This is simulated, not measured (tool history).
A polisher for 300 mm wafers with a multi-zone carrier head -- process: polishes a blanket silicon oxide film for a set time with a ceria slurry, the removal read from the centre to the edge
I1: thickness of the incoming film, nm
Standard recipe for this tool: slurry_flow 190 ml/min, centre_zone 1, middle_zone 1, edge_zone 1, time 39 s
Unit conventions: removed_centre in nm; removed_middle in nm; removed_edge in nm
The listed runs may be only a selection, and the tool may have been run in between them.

{"run": 1, "day": 0.0, "slurry_flow": 190, "centre_zone": 1.09, "middle_zone": 1, "edge_zone": 1, "time": 39, "I1": 1765, "removed_centre": 138.9, "removed_middle": 133.5, "removed_edge": 130.6}
{"run": 2, "day": 2.262, "slurry_flow": 190, "centre_zone": 1, "middle_zone": 1, "edge_zone": 1, "time": 39, "I1": 1793.6, "removed_centre": 126.9, "removed_middle": 130.2, "removed_edge": 127.2}
{"day": 3.6, "done": "worn pad replaced by a new one"}
{"run": 3, "day": 3.967, "slurry_flow": 190, "centre_zone": 1, "middle_zone": 1, "edge_zone": 1, "time": 39, "I1": 1765.9, "removed_centre": 131.8, "removed_middle": 132.8, "removed_edge": 130.1}
{"run": 4, "day": 5.488, "slurry_flow": 190, "centre_zone": 1, "middle_zone": 1, "edge_zone": 1, "time": 39, "I1": 1813.7, "removed_centre": 126.7, "removed_middle": 129.2, "removed_edge": 128.3}
{"run": 5, "day": 7.254, "slurry_flow": 190, "centre_zone": 1.04, "middle_zone": 1, "edge_zone": 1, "time": 39, "I1": 1786.5, "removed_centre": 130.2, "removed_middle": 127.9, "removed_edge": 124.5}
{"day": 9.088, "done": "worn pad replaced by a new one"}
{"run": 6, "day": 9.638, "slurry_flow": 190, "centre_zone": 1.04, "middle_zone": 1, "edge_zone": 1, "time": 39, "I1": 1798.6, "removed_centre": 131.5, "removed_middle": 132.2, "removed_edge": 127.9}
{"day": 10.221, "done": "edge zone pressure recalibrated"}
{"run": 7, "day": 11.746, "slurry_flow": 190, "centre_zone": 1, "middle_zone": 1, "edge_zone": 0.97, "time": 39, "I1": 1780, "removed_centre": 126.3, "removed_middle": 129.5, "removed_edge": 125.6}
{"run": 8, "day": 13.008, "slurry_flow": 190, "centre_zone": 1.09, "middle_zone": 0.93, "edge_zone": 1, "time": 39, "I1": 1763.9, "removed_centre": 136.7, "removed_middle": 120.3, "removed_edge": 123.7}
{"day": 14.033, "done": "worn pad replaced by a new one"}
{"run": 9, "day": 14.421, "slurry_flow": 145, "centre_zone": 1.03, "middle_zone": 1, "edge_zone": 1, "time": 39, "I1": 1765.3, "removed_centre": 123.7, "removed_middle": 122.7, "removed_edge": 123.5}
{"day": 15.083, "done": "slurry nozzle cleaned"}
{"run": 10, "day": 16.612, "slurry_flow": 190, "centre_zone": 1, "middle_zone": 0.96, "edge_zone": 1.11, "time": 39, "I1": 1747.8, "removed_centre": 132.9, "removed_middle": 131.1, "removed_edge": 137}
{"day": 17.221, "done": "centre zone pressure recalibrated"}
{"day": 17.417, "done": "carrier head's membrane replaced by a new one"}
{"run": 11, "day": 17.988, "slurry_flow": 215, "centre_zone": 0.89, "middle_zone": 1, "edge_zone": 1.11, "time": 32, "I1": 1770.4, "removed_centre": 98.2, "removed_middle": 110.4, "removed_edge": 112.6}
{"day": 18.758, "done": "worn pad replaced by a new one"}
{"run": 12, "day": 20.229, "slurry_flow": 190, "centre_zone": 1, "middle_zone": 1, "edge_zone": 1, "time": 39, "I1": 1778.2, "removed_centre": 131.2, "removed_middle": 136.8, "removed_edge": 130}
{"run": 13, "day": 21.679, "slurry_flow": 160, "centre_zone": 1, "middle_zone": 1, "edge_zone": 1, "time": 44, "I1": 1815.2, "removed_centre": 140.5, "removed_middle": 144.1, "removed_edge": 142.1}
{"day": 22.962, "done": "worn pad replaced by a new one"}
{"run": 14, "day": 23.912, "slurry_flow": 190, "centre_zone": 0.9, "middle_zone": 0.88, "edge_zone": 1, "time": 39, "I1": 1809.2, "removed_centre": 119, "removed_middle": 122.2, "removed_edge": 131.2}

Branching from run 14: 3 alternative next runs. What would each branch give?
{"run": "A", "day": 23.929, "slurry_flow": 190, "centre_zone": 1, "middle_zone": 1, "edge_zone": 1, "time": 39, "I1": 1773.8, "removed_centre": "?", "removed_middle": "?", "removed_edge": "?"}
{"run": "B", "day": 23.929, "slurry_flow": 190, "centre_zone": 1.08, "middle_zone": 1, "edge_zone": 1, "time": 39, "I1": 1773.8, "removed_centre": "?", "removed_middle": "?", "removed_edge": "?"}
{"run": "C", "day": 23.929, "slurry_flow": 225, "centre_zone": 1.07, "middle_zone": 0.92, "edge_zone": 1, "time": 48, "I1": 1773.8, "removed_centre": "?", "removed_middle": "?", "removed_edge": "?"}

run=A removed_centre=131.4 removed_middle=133.9 removed_edge=129.9
run=B removed_centre=142 removed_middle=133.8 removed_edge=129.9
run=C removed_centre=178.9 removed_middle=159.8 removed_edge=163.4
What these runs would have given with no unlogged condition in the tool:
run=A removed_centre=138.7 removed_middle=140.7 removed_edge=135.2
run=B removed_centre=149.9 removed_middle=140.7 removed_edge=135.2
run=C removed_centre=187.6 removed_middle=167 removed_edge=169.5
